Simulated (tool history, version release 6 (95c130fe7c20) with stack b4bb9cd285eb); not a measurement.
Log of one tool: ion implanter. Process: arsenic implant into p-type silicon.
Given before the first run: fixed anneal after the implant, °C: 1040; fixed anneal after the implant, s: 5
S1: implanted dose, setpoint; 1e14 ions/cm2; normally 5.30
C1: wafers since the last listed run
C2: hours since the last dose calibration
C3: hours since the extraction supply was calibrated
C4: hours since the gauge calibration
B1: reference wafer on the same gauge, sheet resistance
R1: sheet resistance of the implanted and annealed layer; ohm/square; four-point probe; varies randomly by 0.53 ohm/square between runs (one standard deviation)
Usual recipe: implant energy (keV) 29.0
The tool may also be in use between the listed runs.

{"run": 1, "hour": 0.0, "S1": 5.3, "implant energy (keV)": 29.0, "C1": 0, "C2": 1603.9, "C3": 2628.1, "C4": 198.8, "B1": 180.7, "R1": 207.71}
{"run": 2, "hour": 12.9, "S1": 5.3, "implant energy (keV)": 29.0, "C1": 203, "C2": 1616.8, "C3": 2641.0, "C4": 211.7, "B1": 180.93, "R1": 207.65}
{"run": 3, "hour": 24.7, "S1": 5.3, "implant energy (keV)": 29.0, "C1": 186, "C2": 1628.6, "C3": 2652.8, "C4": 223.5, "B1": 180.97, "R1": 208.39}
{"run": 4, "hour": 39.7, "S1": 5.3, "implant energy (keV)": 29.0, "C1": 236, "C2": 1643.6, "C3": 2667.8, "C4": 238.5, "B1": 180.94, "R1": 207.6}
{"run": 5, "hour": 51.2, "S1": 5.3, "implant energy (keV)": 29.0, "C1": 181, "C2": 1655.1, "C3": 2679.3, "C4": 250.0, "B1": 181.24, "R1": 209.44}
{"run": 6, "hour": 68.2, "S1": 5.3, "implant energy (keV)": 29.0, "C1": 268, "C2": 1672.1, "C3": 2696.3, "C4": 267.0, "B1": 180.83, "R1": 207.71}
{"run": 7, "hour": 80.7, "S1": 5.3, "implant energy (keV)": 29.0, "C1": 197, "C2": 1684.6, "C3": 2708.8, "C4": 279.5, "B1": 181.03, "R1": 208.2}
{"run": 8, "hour": 90.4, "S1": 5.3, "implant energy (keV)": 35.0, "C1": 153, "C2": 1694.3, "C3": 2718.5, "C4": 289.2, "B1": 180.66, "R1": 203.17}
{"run": 9, "hour": 102.3, "S1": 5.3, "implant energy (keV)": 35.0, "C1": 187, "C2": 1706.2, "C3": 2730.4, "C4": 301.1, "B1": 181.03, "R1": 201.64}
{"run": 10, "hour": 118.5, "S1": 5.3, "implant energy (keV)": 29.0, "C1": 255, "C2": 1722.4, "C3": 2746.6, "C4": 317.3, "B1": 181.07, "R1": 207.98}
{"run": 11, "hour": 131.2, "S1": 5.3, "implant energy (keV)": 29.0, "C1": 200, "C2": 1735.1, "C3": 2759.3, "C4": 330.0, "B1": 180.84, "R1": 209.16}
{"run": 12, "hour": 143.3, "S1": 5.3, "implant energy (keV)": 29.0, "C1": 190, "C2": 1747.2, "C3": 2771.4, "C4": 342.1, "B1": 180.96, "R1": 209.22}
{"run": 13, "hour": 178.3, "S1": 5.3, "implant energy (keV)": 29.0, "C1": 552, "C2": 1782.2, "C3": 2806.4, "C4": 377.1, "B1": 181.22, "R1": 209.49}
{"run": 14, "hour": 193.3, "S1": 4.93, "implant energy (keV)": 29.0, "C1": 236, "C2": 1797.2, "C3": 2821.4, "C4": 392.1, "B1": 181.22, "R1": 220.37}
{"run": 15, "hour": 199.8, "S1": 4.56, "implant energy (keV)": 29.0, "C1": 102, "C2": 1803.7, "C3": 2827.9, "C4": 398.6, "B1": 180.76, "R1": 232.65}
{"run": 16, "hour": 213.7, "S1": 4.25, "implant energy (keV)": 24.5, "C1": 219, "C2": 1817.6, "C3": 2841.8, "C4": 412.5, "B1": 181.0, "R1": 252.15}
{"run": 17, "hour": 223.3, "S1": 5.3, "implant energy (keV)": 29.0, "C1": 151, "C2": 1827.2, "C3": 2851.4, "C4": 422.1, "B1": 180.73, "R1": 209.7}
{"hour": 232.5, "done": "extraction supply calibrated"}
{"run": 18, "hour": 233.7, "S1": 6.41, "implant energy (keV)": 35.5, "C1": 37, "C2": 1837.6, "C3": 1.2, "C4": 432.5, "B1": 181.24, "R1": 175.99}
{"run": 19, "hour": 246.8, "S1": 4.57, "implant energy (keV)": 35.0, "C1": 206, "C2": 1850.7, "C3": 14.3, "C4": 445.6, "B1": 181.23, "R1": 227.29}
{"run": 20, "hour": 259.1, "S1": 6.19, "implant energy (keV)": 29.0, "C1": 194, "C2": 1863.0, "C3": 26.6, "C4": 457.9, "B1": 181.04, "R1": 187.16}
{"run": 21, "hour": 269.0, "S1": 5.3, "implant energy (keV)": 29.0, "C1": 156, "C2": 1872.9, "C3": 36.5, "C4": 467.8, "B1": 180.82, "R1": 209.66}
{"run": 22, "hour": 278.5, "S1": 5.3, "implant energy (keV)": 29.0, "C1": 149, "C2": 1882.4, "C3": 46.0, "C4": 477.3, "B1": 180.84, "R1": 209.73}
{"run": 23, "hour": 292.5, "S1": 6.47, "implant energy (keV)": 23.5, "C1": 220, "C2": 1896.4, "C3": 60.0, "C4": 491.3, "B1": 180.95, "R1": 188.2}
{"hour": 313.4, "done": "Faraday cup replaced and dose calibrated"}
{"run": 24, "hour": 313.9, "S1": 5.3, "implant energy (keV)": 29.0, "C1": 211, "C2": 0.5, "C3": 81.4, "C4": 512.7, "B1": 181.15, "R1": 200.93}
{"run": 25, "hour": 320.7, "S1": 5.3, "implant energy (keV)": 29.0, "C1": 107, "C2": 7.3, "C3": 88.2, "C4": 519.5, "B1": 180.88, "R1": 201.04}
{"run": 26, "hour": 327.8, "S1": 5.3, "implant energy (keV)": 26.0, "C1": 112, "C2": 14.4, "C3": 95.3, "C4": 526.6, "B1": 181.02, "R1": 204.72}
{"hour": 332.1, "done": "gauge calibrated"}
{"run": 27, "hour": 345.7, "S1": 6.49, "implant energy (keV)": 32.5, "C1": 282, "C2": 32.3, "C3": 113.2, "C4": 13.6, "B1": 180.96, "R1": 170.15}
{"run": 28, "hour": 358.3, "S1": 6.04, "implant energy (keV)": 29.0, "C1": 198, "C2": 44.9, "C3": 125.8, "C4": 26.2, "B1": 181.01, "R1": 183.18}
{"run": 29, "hour": 370.7, "S1": 6.64, "implant energy (keV)": 26.0, "C1": 195, "C2": 57.3, "C3": 138.2, "C4": 38.6, "B1": 180.89, "R1": 174.36}
{"run": 30, "hour": 386.4, "S1": 4.2, "implant energy (keV)": 32.0, "C1": 247, "C2": 73.0, "C3": 153.9, "C4": 54.3, "B1": 181.15, "R1": 236.04}
{"run": 31, "hour": 402.3, "S1": 3.99, "implant energy (keV)": 20.5, "C1": 250, "C2": 88.9, "C3": 169.8, "C4": 70.2, "B1": 181.27, "R1": 261.06}
{"run": 32, "hour": 411.5, "S1": 5.3, "implant energy (keV)": 29.0, "C1": 145, "C2": 98.1, "C3": 179.0, "C4": 79.4, "B1": 181.28, "R1": 201.37}
{"run": 33, "hour": 451.9, "S1": 5.3, "implant energy (keV)": 25.5, "C1": 637, "C2": 138.5, "C3": 219.4, "C4": 119.8, "B1": 180.83, "R1": 205.6}
{"run": 34, "hour": 468.3, "S1": 5.3, "implant energy (keV)": 37.5, "C1": 258, "C2": 154.9, "C3": 235.8, "C4": 136.2, "B1": 181.07, "R1": 193.45}
{"run": 35, "hour": 485.6, "S1": 4.05, "implant energy (keV)": 34.5, "C1": 273, "C2": 172.2, "C3": 253.1, "C4": 153.5, "B1": 181.08, "R1": 239.84}
{"run": 36, "hour": 493.4, "S1": 5.3, "implant energy (keV)": 36.5, "C1": 123, "C2": 180.0, "C3": 260.9, "C4": 161.3, "B1": 180.94, "R1": 194.11}
{"run": 37, "hour": 501.0, "S1": 5.72, "implant energy (keV)": 29.0, "C1": 119, "C2": 187.6, "C3": 268.5, "C4": 168.9, "B1": 180.98, "R1": 192.02}
{"run": 38, "hour": 514.0, "S1": 5.3, "implant energy (keV)": 29.0, "C1": 205, "C2": 200.6, "C3": 281.5, "C4": 181.9, "B1": 180.7, "R1": 202.24}

Run by run, hidden condition taken away, random variation retained:
The tool's hidden condition here consists of: deviation of the true dose from the Faraday cup's reading, %; deviation of the true energy from its setpoint, %; gauge reads high (%).
run=1 R1=200.54
run=2 R1=200.43
run=3 R1=201.09
run=4 R1=200.26
run=5 R1=201.99
run=6 R1=200.25
run=7 R1=200.66
run=8 R1=195.64
run=9 R1=194.11
run=10 R1=200.28
run=11 R1=201.36
run=12 R1=201.37
run=13 R1=201.47
run=14 R1=211.82
run=15 R1=223.56
run=16 R1=242.30
run=17 R1=201.48
run=18 R1=168.97
run=19 R1=218.08
run=20 R1=179.77
run=21 R1=201.23
run=22 R1=201.25
run=23 R1=180.98
run=24 R1=200.24
run=25 R1=200.33
run=26 R1=203.97
run=27 R1=169.46
run=28 R1=182.39
run=29 R1=173.60
run=30 R1=234.86
run=31 R1=259.70
run=32 R1=200.28
run=33 R1=204.33
run=34 R1=192.14
run=35 R1=238.13
run=36 R1=192.70
run=37 R1=190.63
run=38 R1=200.70
